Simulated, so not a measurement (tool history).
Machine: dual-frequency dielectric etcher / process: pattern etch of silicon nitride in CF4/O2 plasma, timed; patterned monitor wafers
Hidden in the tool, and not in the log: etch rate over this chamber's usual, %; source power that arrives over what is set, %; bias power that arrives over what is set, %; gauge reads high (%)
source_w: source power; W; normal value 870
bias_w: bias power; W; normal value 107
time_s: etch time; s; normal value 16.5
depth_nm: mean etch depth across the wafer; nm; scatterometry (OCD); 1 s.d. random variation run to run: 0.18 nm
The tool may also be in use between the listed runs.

run     day  source_w  bias_w  time_s  wafers since the last listed run  hours since the last wet clean  hours since the last source power generator calibration  hours since the last bias power generator calibration  hours since the last upper electrode change  hours since the gauge calibration  read-back reference wafer on the same gauge, depth_nm  depth_nm
  1   0.000       870     107    16.5                                 0                           169.5                                                   3644.8                                                 2989.3                                       4473.9                               41.1                                                  42.64     48.40
  2   2.700       960     107    16.5                              1301                           234.3                                                   3709.6                                                 3054.1                                       4538.7                              105.9                                                  42.73     53.49
  3   9.129       960     107    16.5                              3099                           388.6                                                   3863.9                                                 3208.4                                       4693.0                              260.2                                                  43.00     53.95
  4  12.000       870     107    16.5                              1383                           457.5                                                   3932.8                                                 3277.3                                       4761.9                              329.1                                                  43.11     49.41
  5  14.921       870     107    16.5                              1408                           527.6                                                   4002.9                                                 3347.4                                       4832.0                              399.2                                                  43.26     49.49
  6  17.388       870     107    16.5                              1189                           586.8                                                   4062.1                                                 3406.6                                       4891.2                              458.4                                                  43.16     49.28
     19.400  -- wet clean of the chamber
  7  20.296       870     107    16.5                               919                            21.5                                                   4131.9                                                 3476.4                                       4961.0                              528.2                                                  43.28     49.39
  8  22.275       810     107    13.0                               954                            69.0                                                   4179.4                                                 3523.9                                       5008.5                              575.7                                                  43.30     36.17
  9  23.483       810     107    13.0                               582                            98.0                                                   4208.4                                                 3552.9                                       5037.5                              604.7                                                  43.35     36.04
 10  26.446       870     107    14.5                              1428                           169.1                                                   4279.5                                                 3624.0                                       5108.6                              675.8                                                  43.36     43.30
 11  28.400       870     107    14.5                               942                           216.0                                                   4326.4                                                 3670.9                                       5155.5                              722.7                                                  43.47     43.57
 12  30.592       870     107    16.5                              1056                           268.6                                                   4379.0                                                 3723.5                                       5208.1                              775.3                                                  43.34     49.34
     30.979  -- source power generator calibrated
 13  33.104       870     107    16.5                              1130                           328.9                                                     51.0                                                 3783.8                                       5268.4                              835.6                                                  43.46     49.06
 14  35.329       870     107    16.5                              1072                           382.3                                                    104.4                                                 3837.2                                       5321.8                              889.0                                                  43.44     49.28
 15  36.396       700     133    20.5                               514                           407.9                                                    130.0                                                 3862.8                                       5347.4                              914.6                                                  43.46     51.93
     38.846  -- upper electrode replaced
 16  38.867       770     107    20.5                               709                           467.2                                                    189.3                                                 3922.1                                          0.5                              973.9                                                  43.46     54.65
 17  41.225       810      84    16.5                              1136                           523.8                                                    245.9                                                 3978.7                                         57.1                             1030.5                                                  43.46     43.75
     43.958  -- wet clean of the chamber
 18  43.979       870     107    20.0                               845                             0.5                                                    312.0                                                 4044.8                                        123.2                             1096.6                                                  43.57     60.13
 19  45.542      1080     107    15.0                               753                            38.0                                                    349.5                                                 4082.3                                        160.7                             1134.1                                                  43.55     55.61
     45.892  -- gauge calibrated
 20  48.154       870     107    16.5                              1259                           100.7                                                    412.2                                                 4145.0                                        223.4                               54.3                                                  42.51     48.30
     50.192  -- bias power generator calibrated
 21  50.875       950     126    12.0                              1231                           166.0                                                    477.5                                                   16.4                                        288.7                              119.6                                                  42.70     40.18
 22  52.388      1080      90    19.5                               729                           202.3                                                    513.8                                                   52.7                                        325.0                              155.9                                                  42.83     68.50
 23  53.717       870     107    14.5                               640                           234.2                                                    545.7                                                   84.6                                        356.9                              187.8                                                  42.73     42.85
 24  55.446       720     107    16.5                               833                           275.7                                                    587.2                                                  126.1                                        398.4                              229.3                                                  42.85     40.38
 25  57.575       870     107    16.5                              1026                           326.8                                                    638.3                                                  177.2                                        449.5                              280.4                                                  42.87     49.02
 26  58.654       810      92    16.5                               520                           352.7                                                    664.2                                                  203.1                                        475.4                              306.3                                                  42.91     43.98
 27  60.267       870     107    12.0                               777                           391.4                                                    702.9                                                  241.8                                        514.1                              345.0                                                  42.98     35.40
 28  63.183      1090      80    18.0                              1406                           461.4                                                    772.9                                                  311.8                                        584.1                              415.0                                                  43.09     62.62
 29  64.412      1070     107    14.0                               592                           490.9                                                    802.4                                                  341.3                                        613.6                              444.5                                                  43.00     50.66

5 ways to go on from here, each from the tool as it stands after run 29. What would each give?
  A  64.429       870     107    16.5                                 8                           491.3                                                    802.8                                                  341.7                                        614.0                              444.9                                                      ?         ?
  B  64.429       870     107    12.5                                 8                           491.3                                                    802.8                                                  341.7                                        614.0                              444.9                                                      ?         ?
  C  64.429       790     114    12.5                                 8                           491.3                                                    802.8                                                  341.7                                        614.0                              444.9                                                      ?         ?
  D  64.429       870     107    11.5                                 8                           491.3                                                    802.8                                                  341.7                                        614.0                              444.9                                                      ?         ?
  E  64.429       870     120    16.5                                 8                           491.3                                                    802.8                                                  341.7                                        614.0                              444.9                                                      ?         ?

run  read-back reference wafer on the same gauge, depth_nm  depth_nm
  A                                                  43.16     49.34
  B                                                  43.16     37.38
  C                                                  43.16     34.42
  D                                                  43.16     34.39
  E                                                  43.16     50.62
With the hidden condition removed and each run's random variation left untouched, the same runs would have given:
run  depth_nm
  A     48.78
  B     36.96
  C     34.03
  D     34.00
  E     50.05

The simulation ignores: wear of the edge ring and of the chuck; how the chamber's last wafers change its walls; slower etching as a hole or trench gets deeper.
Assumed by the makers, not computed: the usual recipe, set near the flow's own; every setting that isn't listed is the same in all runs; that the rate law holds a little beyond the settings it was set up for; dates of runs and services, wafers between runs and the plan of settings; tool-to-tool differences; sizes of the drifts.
